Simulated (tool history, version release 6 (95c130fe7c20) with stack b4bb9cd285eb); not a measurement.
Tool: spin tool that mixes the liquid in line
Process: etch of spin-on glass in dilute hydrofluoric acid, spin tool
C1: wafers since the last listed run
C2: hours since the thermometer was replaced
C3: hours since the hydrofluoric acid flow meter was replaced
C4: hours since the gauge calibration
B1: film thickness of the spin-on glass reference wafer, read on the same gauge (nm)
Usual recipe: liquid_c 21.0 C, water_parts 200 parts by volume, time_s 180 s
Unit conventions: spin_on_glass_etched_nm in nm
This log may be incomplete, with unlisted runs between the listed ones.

{"run": 1, "hour": 0.0, "liquid_c": 21.0, "water_parts": 200, "time_s": 180, "C1": 0, "C2": 391.6, "C3": 758.0, "C4": 822.9, "B1": 79.99, "spin_on_glass_etched_nm": 25.79}
{"hour": 54.5, "done": "hydrofluoric acid flow meter replaced"}
{"run": 2, "hour": 76.1, "liquid_c": 21.0, "water_parts": 200, "time_s": 180, "C1": 772, "C2": 467.7, "C3": 21.6, "C4": 899.0, "B1": 80.01, "spin_on_glass_etched_nm": 26.61}
{"run": 3, "hour": 155.7, "liquid_c": 21.0, "water_parts": 200, "time_s": 180, "C1": 818, "C2": 547.3, "C3": 101.2, "C4": 978.6, "B1": 80.05, "spin_on_glass_etched_nm": 26.19}
{"run": 4, "hour": 207.9, "liquid_c": 21.0, "water_parts": 200, "time_s": 180, "C1": 536, "C2": 599.5, "C3": 153.4, "C4": 1030.8, "B1": 79.98, "spin_on_glass_etched_nm": 26.3}
{"run": 5, "hour": 289.1, "liquid_c": 21.0, "water_parts": 200, "time_s": 180, "C1": 834, "C2": 680.7, "C3": 234.6, "C4": 1112.0, "B1": 80.01, "spin_on_glass_etched_nm": 26.02}
{"run": 6, "hour": 336.0, "liquid_c": 21.0, "water_parts": 200, "time_s": 180, "C1": 482, "C2": 727.6, "C3": 281.5, "C4": 1158.9, "B1": 80.01, "spin_on_glass_etched_nm": 26.4}
{"run": 7, "hour": 403.9, "liquid_c": 21.0, "water_parts": 200, "time_s": 180, "C1": 698, "C2": 795.5, "C3": 349.4, "C4": 1226.8, "B1": 79.97, "spin_on_glass_etched_nm": 26.5}
{"run": 8, "hour": 461.0, "liquid_c": 21.0, "water_parts": 200, "time_s": 180, "C1": 587, "C2": 852.6, "C3": 406.5, "C4": 1283.9, "B1": 79.97, "spin_on_glass_etched_nm": 25.97}
{"run": 9, "hour": 535.4, "liquid_c": 21.0, "water_parts": 200, "time_s": 180, "C1": 764, "C2": 927.0, "C3": 480.9, "C4": 1358.3, "B1": 79.98, "spin_on_glass_etched_nm": 26.16}
{"run": 10, "hour": 623.3, "liquid_c": 21.0, "water_parts": 200, "time_s": 180, "C1": 903, "C2": 1014.9, "C3": 568.8, "C4": 1446.2, "B1": 80.01, "spin_on_glass_etched_nm": 25.88}
{"run": 11, "hour": 715.8, "liquid_c": 18.5, "water_parts": 200, "time_s": 180, "C1": 951, "C2": 1107.4, "C3": 661.3, "C4": 1538.7, "B1": 80.0, "spin_on_glass_etched_nm": 23.49}
{"run": 12, "hour": 772.6, "liquid_c": 18.5, "water_parts": 200, "time_s": 180, "C1": 584, "C2": 1164.2, "C3": 718.1, "C4": 1595.5, "B1": 80.0, "spin_on_glass_etched_nm": 23.64}
{"run": 13, "hour": 864.7, "liquid_c": 18.5, "water_parts": 200, "time_s": 180, "C1": 946, "C2": 1256.3, "C3": 810.2, "C4": 1687.6, "B1": 79.99, "spin_on_glass_etched_nm": 23.27}
{"run": 14, "hour": 935.5, "liquid_c": 21.0, "water_parts": 230, "time_s": 180, "C1": 727, "C2": 1327.1, "C3": 881.0, "C4": 1758.4, "B1": 79.99, "spin_on_glass_etched_nm": 21.7}
{"hour": 975.2, "done": "hydrofluoric acid flow meter replaced"}
{"run": 15, "hour": 1006.1, "liquid_c": 21.0, "water_parts": 230, "time_s": 180, "C1": 715, "C2": 1397.7, "C3": 30.9, "C4": 1829.0, "B1": 80.0, "spin_on_glass_etched_nm": 22.41}
{"hour": 1047.0, "done": "thermometer replaced"}
{"run": 16, "hour": 1088.5, "liquid_c": 21.0, "water_parts": 200, "time_s": 180, "C1": 836, "C2": 41.5, "C3": 113.3, "C4": 1911.4, "B1": 80.01, "spin_on_glass_etched_nm": 26.27}
{"run": 17, "hour": 1164.1, "liquid_c": 21.0, "water_parts": 200, "time_s": 180, "C1": 777, "C2": 117.1, "C3": 188.9, "C4": 1987.0, "B1": 79.98, "spin_on_glass_etched_nm": 26.24}
{"run": 18, "hour": 1270.8, "liquid_c": 23.0, "water_parts": 235, "time_s": 180, "C1": 1097, "C2": 223.8, "C3": 295.6, "C4": 2093.7, "B1": 79.99, "spin_on_glass_etched_nm": 23.15}
{"run": 19, "hour": 1342.0, "liquid_c": 21.0, "water_parts": 200, "time_s": 180, "C1": 732, "C2": 295.0, "C3": 366.8, "C4": 2164.9, "B1": 80.03, "spin_on_glass_etched_nm": 25.85}
{"run": 20, "hour": 1379.7, "liquid_c": 21.0, "water_parts": 125, "time_s": 90, "C1": 387, "C2": 332.7, "C3": 404.5, "C4": 2202.6, "B1": 80.0, "spin_on_glass_etched_nm": 22.48}
{"run": 21, "hour": 1452.7, "liquid_c": 23.5, "water_parts": 125, "time_s": 80, "C1": 750, "C2": 405.7, "C3": 477.5, "C4": 2275.6, "B1": 79.98, "spin_on_glass_etched_nm": 22.15}
{"hour": 1716.9, "done": "hydrofluoric acid flow meter replaced"}
{"run": 22, "hour": 1761.7, "liquid_c": 21.0, "water_parts": 270, "time_s": 130, "C1": 3166, "C2": 714.7, "C3": 44.8, "C4": 2584.6, "B1": 79.99, "spin_on_glass_etched_nm": 13.37}
{"run": 23, "hour": 1822.6, "liquid_c": 21.0, "water_parts": 200, "time_s": 110, "C1": 626, "C2": 775.6, "C3": 105.7, "C4": 2645.5, "B1": 79.96, "spin_on_glass_etched_nm": 16.18}
{"run": 24, "hour": 1897.0, "liquid_c": 26.0, "water_parts": 200, "time_s": 85, "C1": 764, "C2": 850.0, "C3": 180.1, "C4": 2719.9, "B1": 80.03, "spin_on_glass_etched_nm": 15.08}
{"run": 25, "hour": 1949.7, "liquid_c": 25.5, "water_parts": 200, "time_s": 180, "C1": 541, "C2": 902.7, "C3": 232.8, "C4": 2772.6, "B1": 80.01, "spin_on_glass_etched_nm": 31.12}
{"hour": 1979.5, "done": "gauge calibrated"}
{"run": 26, "hour": 1999.0, "liquid_c": 23.0, "water_parts": 160, "time_s": 80, "C1": 506, "C2": 952.0, "C3": 282.1, "C4": 19.5, "B1": 80.03, "spin_on_glass_etched_nm": 16.3}
{"run": 27, "hour": 2044.5, "liquid_c": 21.0, "water_parts": 200, "time_s": 90, "C1": 467, "C2": 997.5, "C3": 327.6, "C4": 65.0, "B1": 80.03, "spin_on_glass_etched_nm": 12.88}
{"run": 28, "hour": 2107.1, "liquid_c": 21.0, "water_parts": 260, "time_s": 270, "C1": 643, "C2": 1060.1, "C3": 390.2, "C4": 127.6, "B1": 80.01, "spin_on_glass_etched_nm": 28.51}
{"run": 29, "hour": 2211.5, "liquid_c": 17.5, "water_parts": 240, "time_s": 215, "C1": 1073, "C2": 1164.5, "C3": 494.6, "C4": 232.0, "B1": 79.99, "spin_on_glass_etched_nm": 21.63}
{"run": 30, "hour": 2293.7, "liquid_c": 21.0, "water_parts": 200, "time_s": 180, "C1": 845, "C2": 1246.7, "C3": 576.8, "C4": 314.2, "B1": 79.98, "spin_on_glass_etched_nm": 26.19}
{"run": 31, "hour": 2350.6, "liquid_c": 21.0, "water_parts": 200, "time_s": 180, "C1": 585, "C2": 1303.6, "C3": 633.7, "C4": 371.1, "B1": 80.01, "spin_on_glass_etched_nm": 26.25}
{"run": 32, "hour": 2396.0, "liquid_c": 17.0, "water_parts": 145, "time_s": 130, "C1": 466, "C2": 1349.0, "C3": 679.1, "C4": 416.5, "B1": 80.0, "spin_on_glass_etched_nm": 23.15}
{"run": 33, "hour": 2434.6, "liquid_c": 21.0, "water_parts": 110, "time_s": 90, "C1": 396, "C2": 1387.6, "C3": 717.7, "C4": 455.1, "B1": 80.0, "spin_on_glass_etched_nm": 25.65}
{"hour": 2516.3, "done": "hydrofluoric acid flow meter replaced"}
{"run": 34, "hour": 2522.7, "liquid_c": 24.5, "water_parts": 120, "time_s": 225, "C1": 895, "C2": 1475.7, "C3": 6.4, "C4": 543.2, "B1": 79.99, "spin_on_glass_etched_nm": 68.8}

For each entry between runs, how does the tool's hidden state at the last listed run before it compare with that at the first listed run after it?
Runs 1 to 2: hydrofluoric acid flow meter replaced (hour 54.5)
  hydrofluoric acid flow below the setpoint (%): 2.41 -> 0.259
  measured result minus the result with no hidden state, spin_on_glass_etched_nm: -0.77 -> -0.08 nm
Runs 14 to 15: hydrofluoric acid flow meter replaced (hour 975.2)
  hydrofluoric acid flow below the setpoint (%): 2.9 -> 0.404
  measured result minus the result with no hidden state, spin_on_glass_etched_nm: -0.80 -> -0.11 nm
Runs 15 to 16: thermometer replaced (hour 1047.0)
  hydrofluoric acid flow below the setpoint (%): 0.404 -> 0.658
  measured result minus the result with no hidden state, spin_on_glass_etched_nm: -0.11 -> -0.21 nm
Runs 21 to 22: hydrofluoric acid flow meter replaced (hour 1716.9)
  hydrofluoric acid flow below the setpoint (%): 1.78 -> 0.276
  measured result minus the result with no hidden state, spin_on_glass_etched_nm: -0.46 -> -0.04 nm
Runs 25 to 26: gauge calibrated (hour 1979.5)
  hydrofluoric acid flow below the setpoint (%): 0.854 -> 1.01
  measured result minus the result with no hidden state, spin_on_glass_etched_nm: -0.33 -> -0.20 nm
Runs 33 to 34: hydrofluoric acid flow meter replaced (hour 2516.3)
  hydrofluoric acid flow below the setpoint (%): 2.35 -> 0.136
  measured result minus the result with no hidden state, spin_on_glass_etched_nm: -0.69 -> -0.10 nm
